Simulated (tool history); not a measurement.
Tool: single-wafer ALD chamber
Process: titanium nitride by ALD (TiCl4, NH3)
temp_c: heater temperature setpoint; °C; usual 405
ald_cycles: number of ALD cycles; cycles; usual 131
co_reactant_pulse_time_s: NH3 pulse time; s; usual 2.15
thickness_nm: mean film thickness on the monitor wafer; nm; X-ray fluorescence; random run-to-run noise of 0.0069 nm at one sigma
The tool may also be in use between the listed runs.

run   hour  temp_c  ald_cycles  co_reactant_pulse_time_s  read-back reference wafer on the same gauge, thickness_nm  thickness_nm
  1    0.0     405         131                      2.15                                                      2.411         2.764
  2   25.1     405         131                      2.15                                                      2.407         2.769
  3   50.2     405         131                      2.15                                                      2.408         2.775
  4   63.8     405         131                      2.15                                                      2.410         2.765
  5   96.4     405         131                      2.15                                                      2.409         2.784
  6  126.0     405         131                      2.15                                                      2.409         2.772
  7  150.0     409         131                      2.15                                                      2.410         2.786
  8  175.7     409         131                      2.15                                                      2.411         2.772
  9  204.3     409         131                      2.15                                                      2.409         2.762
 10  226.3     405         131                      2.15                                                      2.408         2.780
 11  247.7     405         131                      2.15                                                      2.410         2.773
 12  264.0     405         131                      2.15                                                      2.411         2.771
 13  287.2     405         131                      2.15                                                      2.408         2.772
 14  317.4     405         131                      2.15                                                      2.412         2.773
 15  335.3     405         131                      2.15                                                      2.410         2.765
 16  365.0     405         131                      2.15                                                      2.410         2.775
 17  381.2     405         131                      2.15                                                      2.409         2.768
 18  407.4     405         145                      2.15                                                      2.410         3.059
 19  425.8     405         121                      2.15                                                      2.408         2.556
 20  441.0     405         131                      2.15                                                      2.412         2.771
 21  461.4     398         153                      2.15                                                      2.410         3.221
 22  480.0     405         131                      2.15                                                      2.412         2.770
 23  508.1     405         131                      1.29                                                      2.410         2.720
 24  533.9     396         117                      1.85                                                      2.409         2.444
 25  549.1     392         131                      2.15                                                      2.409         2.738
 26  576.7     417         131                      1.75                                                      2.410         2.767
 27  596.5     405         150                      2.98                                                      2.411         3.204
 28  628.1     405         124                      2.15                                                      2.410         2.622
 29  643.7     417         107                      1.49                                                      2.410         2.232
 30  662.7     401         131                      2.15                                                      2.410         2.781
 31  698.4     393         142                      1.53                                                      2.410         2.943
 32  714.7     391         131                      2.68                                                      2.410         2.766
 33  729.8     393         142                      1.53                                                      2.411         2.938
 34  743.8     412         131                      2.55                                                      2.410         2.783
 35  778.2     405         131                      2.15                                                      2.410         2.762
 36  803.2     405         131                      2.15                                                      2.410         2.778
 37  830.0     405         124                      2.15                                                      2.410         2.633
 38  853.3     415         131                      2.56                                                      2.413         2.806
 39  873.7     405         131                      2.15                                                      2.410         2.774
 40  897.7     400         116                      2.15                                                      2.410         2.455
 41  910.3     420         115                      2.15                                                      2.410         2.443

The log once held 3 entries between its listed runs, left out of this copy. Where does each go, and what is different about the tool's unlogged condition between the listed run before it and the listed run after it?
Runs 14 to 15: showerhead replaced (hour 332.3)
  the hidden state is the same at both runs
Runs 15 to 16: thermocouple changed; heater temperature recalibrated (hour 351.0)
  the hidden state is the same at both runs
Runs 16 to 17: gauge calibrated (hour 377.6)
  the hidden state is the same at both runs
